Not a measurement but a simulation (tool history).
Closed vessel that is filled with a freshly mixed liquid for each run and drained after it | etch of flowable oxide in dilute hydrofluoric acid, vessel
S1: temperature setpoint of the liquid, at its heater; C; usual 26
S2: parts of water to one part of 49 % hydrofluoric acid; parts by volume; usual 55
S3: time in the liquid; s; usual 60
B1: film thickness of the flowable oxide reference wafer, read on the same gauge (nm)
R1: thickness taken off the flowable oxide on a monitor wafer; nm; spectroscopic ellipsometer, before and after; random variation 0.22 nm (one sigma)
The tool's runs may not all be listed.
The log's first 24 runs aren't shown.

run,day,S1,S2,S3,B1,R1
25,47.925,22,30,60,30.27,69.28
# day 48.65: hydrofluoric acid flow meter replaced
26,50.454,30,85,35,30.33,18.23
27,52.95,30.5,65,80,30.4,57.12
28,54.1,21,30,35,30.43,38.78
29,58.9,30,40,60,30.47,70.67
30,61.421,26,55,85,30.5,61.06
31,62.621,26,55,60,30.53,43.41
32,65.529,27.5,85,60,30.61,28.76

Forecast each of these 5 alternatives for the next run:
A,65.558,26,55,45,?,?
B,65.558,30.5,80,95,?,?
C,65.558,24.5,55,60,?,?
D,65.558,27.5,65,40,?,?
E,65.558,29,70,60,?,?

run,B1,R1
A,30.61,32.46
B,30.61,54.22
C,30.61,40.73
D,30.61,25.56
E,30.61,37.49
Without the tool's hidden state the same runs would have given:
run,R1
A,31.83
B,53.16
C,39.93
D,25.06
E,36.76
